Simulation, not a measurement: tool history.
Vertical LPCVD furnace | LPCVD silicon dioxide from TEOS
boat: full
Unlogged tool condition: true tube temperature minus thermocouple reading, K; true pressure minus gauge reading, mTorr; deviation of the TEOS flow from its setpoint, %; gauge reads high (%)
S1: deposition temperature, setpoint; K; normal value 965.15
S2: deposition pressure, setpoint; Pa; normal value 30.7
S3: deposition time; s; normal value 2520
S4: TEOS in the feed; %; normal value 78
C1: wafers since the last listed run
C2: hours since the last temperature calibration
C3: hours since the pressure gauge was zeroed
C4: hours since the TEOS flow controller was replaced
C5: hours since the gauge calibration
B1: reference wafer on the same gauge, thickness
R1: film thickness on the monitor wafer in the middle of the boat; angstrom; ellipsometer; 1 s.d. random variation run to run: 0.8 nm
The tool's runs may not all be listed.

{"run": 1, "hour": 0.0, "S1": 965.15, "S2": 30.7, "S3": 3240, "S4": 78, "C1": 0, "C2": 2628.5, "C3": 4247.9, "C4": 3211.2, "C5": 134.2, "B1": 256.94, "R1": 3466.0}
{"run": 2, "hour": 13.3, "S1": 965.15, "S2": 30.7, "S3": 2940, "S4": 78, "C1": 254, "C2": 2641.8, "C3": 4261.2, "C4": 3224.5, "C5": 147.5, "B1": 256.9, "R1": 3148.4}
{"run": 3, "hour": 30.0, "S1": 965.15, "S2": 30.7, "S3": 2940, "S4": 78, "C1": 319, "C2": 2658.5, "C3": 4277.9, "C4": 3241.2, "C5": 164.2, "B1": 257.14, "R1": 3170.4}
{"run": 4, "hour": 37.0, "S1": 965.15, "S2": 30.7, "S3": 2940, "S4": 78, "C1": 134, "C2": 2665.5, "C3": 4284.9, "C4": 3248.2, "C5": 171.2, "B1": 256.93, "R1": 3163.2}
{"run": 5, "hour": 49.2, "S1": 965.15, "S2": 30.7, "S3": 2520, "S4": 78, "C1": 233, "C2": 2677.7, "C3": 4297.1, "C4": 3260.4, "C5": 183.4, "B1": 257.17, "R1": 2700.4}
{"run": 6, "hour": 95.9, "S1": 965.15, "S2": 30.7, "S3": 2520, "S4": 78, "C1": 894, "C2": 2724.4, "C3": 4343.8, "C4": 3307.1, "C5": 230.1, "B1": 256.66, "R1": 2714.0}
{"run": 7, "hour": 106.4, "S1": 965.15, "S2": 30.7, "S3": 2520, "S4": 78, "C1": 201, "C2": 2734.9, "C3": 4354.3, "C4": 3317.6, "C5": 240.6, "B1": 256.86, "R1": 2715.9}
{"run": 8, "hour": 113.8, "S1": 965.15, "S2": 30.7, "S3": 2520, "S4": 78, "C1": 141, "C2": 2742.3, "C3": 4361.7, "C4": 3325.0, "C5": 248.0, "B1": 256.97, "R1": 2716.3}
{"run": 9, "hour": 128.2, "S1": 965.15, "S2": 30.7, "S3": 2520, "S4": 78, "C1": 275, "C2": 2756.7, "C3": 4376.1, "C4": 3339.4, "C5": 262.4, "B1": 256.72, "R1": 2720.2}
{"run": 10, "hour": 138.8, "S1": 965.15, "S2": 30.7, "S3": 2520, "S4": 78, "C1": 203, "C2": 2767.3, "C3": 4386.7, "C4": 3350.0, "C5": 273.0, "B1": 256.9, "R1": 2707.7}
{"run": 11, "hour": 148.1, "S1": 965.15, "S2": 30.7, "S3": 2520, "S4": 78, "C1": 178, "C2": 2776.6, "C3": 4396.0, "C4": 3359.3, "C5": 282.3, "B1": 256.67, "R1": 2713.4}
{"run": 12, "hour": 157.9, "S1": 965.15, "S2": 30.7, "S3": 2520, "S4": 78, "C1": 187, "C2": 2786.4, "C3": 4405.8, "C4": 3369.1, "C5": 292.1, "B1": 256.93, "R1": 2722.3}
{"hour": 204.1, "done": "gauge calibrated"}
{"hour": 205.7, "done": "TEOS flow controller replaced"}
{"hour": 228.9, "done": "pressure gauge zeroed"}
{"hour": 236.7, "done": "thermocouples replaced and temperature profile calibrated"}
{"run": 13, "hour": 237.2, "S1": 965.15, "S2": 30.7, "S3": 2940, "S4": 78, "C1": 465, "C2": 0.5, "C3": 8.3, "C4": 31.5, "C5": 33.1, "B1": 257.03, "R1": 2879.1}
{"run": 14, "hour": 241.3, "S1": 970.15, "S2": 37.3, "S3": 3000, "S4": 72, "C1": 78, "C2": 4.6, "C3": 12.4, "C4": 35.6, "C5": 37.2, "B1": 257.03, "R1": 3519.3}
{"run": 15, "hour": 245.5, "S1": 975.15, "S2": 26.7, "S3": 1920, "S4": 90, "C1": 80, "C2": 8.8, "C3": 16.6, "C4": 39.8, "C5": 41.4, "B1": 256.98, "R1": 2377.3}
{"run": 16, "hour": 249.7, "S1": 959.15, "S2": 30.7, "S3": 2520, "S4": 86, "C1": 80, "C2": 13.0, "C3": 20.8, "C4": 44.0, "C5": 45.6, "B1": 256.65, "R1": 2257.0}
{"run": 17, "hour": 253.8, "S1": 965.15, "S2": 30.7, "S3": 2520, "S4": 83, "C1": 78, "C2": 17.1, "C3": 24.9, "C4": 48.1, "C5": 49.7, "B1": 257.27, "R1": 2559.3}
{"run": 18, "hour": 258.0, "S1": 965.15, "S2": 30.7, "S3": 2520, "S4": 78, "C1": 80, "C2": 21.3, "C3": 29.1, "C4": 52.3, "C5": 53.9, "B1": 256.62, "R1": 2466.2}
{"run": 19, "hour": 265.7, "S1": 965.15, "S2": 28.7, "S3": 2520, "S4": 63, "C1": 147, "C2": 29.0, "C3": 36.8, "C4": 60.0, "C5": 61.6, "B1": 256.92, "R1": 2145.3}
{"run": 20, "hour": 282.9, "S1": 954.15, "S2": 26.0, "S3": 2100, "S4": 64, "C1": 329, "C2": 46.2, "C3": 54.0, "C4": 77.2, "C5": 78.8, "B1": 256.97, "R1": 1323.2}
{"run": 21, "hour": 291.3, "S1": 965.15, "S2": 30.7, "S3": 2520, "S4": 78, "C1": 160, "C2": 54.6, "C3": 62.4, "C4": 85.6, "C5": 87.2, "B1": 256.77, "R1": 2480.6}
{"run": 22, "hour": 298.4, "S1": 965.15, "S2": 30.7, "S3": 3120, "S4": 68, "C1": 135, "C2": 61.7, "C3": 69.5, "C4": 92.7, "C5": 94.3, "B1": 256.96, "R1": 2863.2}
{"run": 23, "hour": 305.6, "S1": 954.15, "S2": 38.0, "S3": 2520, "S4": 78, "C1": 137, "C2": 68.9, "C3": 76.7, "C4": 99.9, "C5": 101.5, "B1": 256.85, "R1": 2109.8}
{"run": 24, "hour": 323.4, "S1": 954.15, "S2": 38.0, "S3": 3240, "S4": 78, "C1": 340, "C2": 86.7, "C3": 94.5, "C4": 117.7, "C5": 119.3, "B1": 256.93, "R1": 2729.5}
{"run": 25, "hour": 337.4, "S1": 965.15, "S2": 30.7, "S3": 2220, "S4": 67, "C1": 268, "C2": 100.7, "C3": 108.5, "C4": 131.7, "C5": 133.3, "B1": 256.79, "R1": 2017.1}
{"run": 26, "hour": 364.0, "S1": 965.15, "S2": 30.7, "S3": 2520, "S4": 78, "C1": 509, "C2": 127.3, "C3": 135.1, "C4": 158.3, "C5": 159.9, "B1": 257.14, "R1": 2485.3}
{"run": 27, "hour": 380.9, "S1": 965.15, "S2": 30.7, "S3": 2520, "S4": 78, "C1": 323, "C2": 144.2, "C3": 152.0, "C4": 175.2, "C5": 176.8, "B1": 256.81, "R1": 2463.6}
{"run": 28, "hour": 387.7, "S1": 965.15, "S2": 30.7, "S3": 2520, "S4": 89, "C1": 130, "C2": 151.0, "C3": 158.8, "C4": 182.0, "C5": 183.6, "B1": 256.9, "R1": 2636.3}
{"run": 29, "hour": 404.8, "S1": 955.15, "S2": 30.7, "S3": 1680, "S4": 86, "C1": 327, "C2": 168.1, "C3": 175.9, "C4": 199.1, "C5": 200.7, "B1": 257.03, "R1": 1373.6}
{"run": 30, "hour": 413.1, "S1": 970.15, "S2": 30.7, "S3": 1950, "S4": 78, "C1": 158, "C2": 176.4, "C3": 184.2, "C4": 207.4, "C5": 209.0, "B1": 256.87, "R1": 2179.0}
{"run": 31, "hour": 430.4, "S1": 955.15, "S2": 30.7, "S3": 2520, "S4": 78, "C1": 331, "C2": 193.7, "C3": 201.5, "C4": 224.7, "C5": 226.3, "B1": 256.74, "R1": 1957.2}

For each entry between runs, how does the tool's hidden state at the last listed run before it compare with that at the first listed run after it?
Between runs 12 and 13: gauge calibrated (hour 204.1); TEOS flow controller replaced (hour 205.7); pressure gauge zeroed (hour 228.9); thermocouples replaced and temperature profile calibrated (hour 236.7)
  true tube temperature minus thermocouple reading, K: 4.16 -> 0.0639
  what was measured, less what the result would be without the hidden state, R1: +254.1 -> +4.3 angstrom

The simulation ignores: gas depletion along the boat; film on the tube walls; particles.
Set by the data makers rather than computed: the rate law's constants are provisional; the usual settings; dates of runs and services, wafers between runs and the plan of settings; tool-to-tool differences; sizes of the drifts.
